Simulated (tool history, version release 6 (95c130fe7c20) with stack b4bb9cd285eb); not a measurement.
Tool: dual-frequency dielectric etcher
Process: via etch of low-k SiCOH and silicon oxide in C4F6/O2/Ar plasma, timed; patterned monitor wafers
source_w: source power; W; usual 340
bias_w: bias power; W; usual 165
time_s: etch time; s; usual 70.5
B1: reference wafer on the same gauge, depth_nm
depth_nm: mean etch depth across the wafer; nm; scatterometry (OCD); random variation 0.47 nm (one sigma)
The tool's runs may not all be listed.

Run 1, day 0.000: usual settings; B1 156.0. Result: depth_nm 163.4 nm.
At day 0.958: wet clean of the chamber.
Run 2, day 4.358: usual settings; B1 156.1. Result: depth_nm 162.7 nm.
Run 3, day 8.258: usual settings; B1 156.0. Result: depth_nm 163.6 nm.
Run 4, day 9.762: usual settings but bias_w 136 W; B1 155.9. Result: depth_nm 153.8 nm.
Run 5, day 12.196: usual settings but source_w 280 W; B1 155.9. Result: depth_nm 149.1 nm.
Run 6, day 15.629: usual settings but source_w 280 W; B1 156.1. Result: depth_nm 149.9 nm.
Run 7, day 22.392: usual settings but source_w 310 W, time_s 82.5 s; B1 156.0. Result: depth_nm 184.1 nm.
At day 24.492: wet clean of the chamber.
Run 8, day 25.633: usual settings but source_w 310 W, time_s 82.5 s; B1 155.9. Result: depth_nm 183.2 nm.
Run 9, day 27.912: usual settings; B1 155.9. Result: depth_nm 162.4 nm.
Run 10, day 30.662: usual settings but source_w 410 W, time_s 51.5 s; B1 156.0. Result: depth_nm 130.6 nm.
At day 33.992: upper electrode replaced.
Run 11, day 34.854: usual settings but source_w 420 W, bias_w 201 W, time_s 65.0 s; B1 155.8. Result: depth_nm 177.1 nm.
Run 12, day 37.462: usual settings; B1 156.0. Result: depth_nm 163.1 nm.
At day 39.454: bias power generator calibrated.
At day 40.292: gauge calibrated.
At day 44.438: source power generator calibrated.
At day 46.721: wet clean of the chamber.
Run 13, day 48.233: usual settings but source_w 260 W, bias_w 178 W, time_s 53.5 s; B1 156.0. Result: depth_nm 111.5 nm.
Run 14, day 50.771: usual settings but bias_w 138 W; B1 156.1. Result: depth_nm 153.5 nm.
Run 15, day 52.621: usual settings but bias_w 177 W; B1 156.1. Result: depth_nm 166.0 nm.
Run 16, day 55.117: usual settings; B1 155.9. Result: depth_nm 163.0 nm.
Run 17, day 57.058: usual settings; B1 156.0. Result: depth_nm 162.9 nm.
Run 18, day 60.142: usual settings but source_w 260 W, bias_w 149 W, time_s 55.5 s; B1 155.9. Result: depth_nm 109.5 nm.
Run 19, day 62.792: usual settings but bias_w 150 W, time_s 52.0 s; B1 155.9. Result: depth_nm 116.8 nm.

The tool's hidden state at each run:
etch rate over this chamber's usual, %: 0 in every run
source power that arrives over what is set, %: 0 in every run
gauge reads high (%): 0 in every run
H1: bias power that arrives over what is set, %
run    H1
  1  3.82
  2  3.95
  3  4.06
  4   4.1
  5  4.16
  6  4.24
  7  4.37
  8  4.42
  9  4.46
 10   4.5
 11  4.55
 12  4.58
 13  1.48
 14  1.77
 15  1.97
 16  2.22
 17  2.41
 18  2.68
 19  2.89
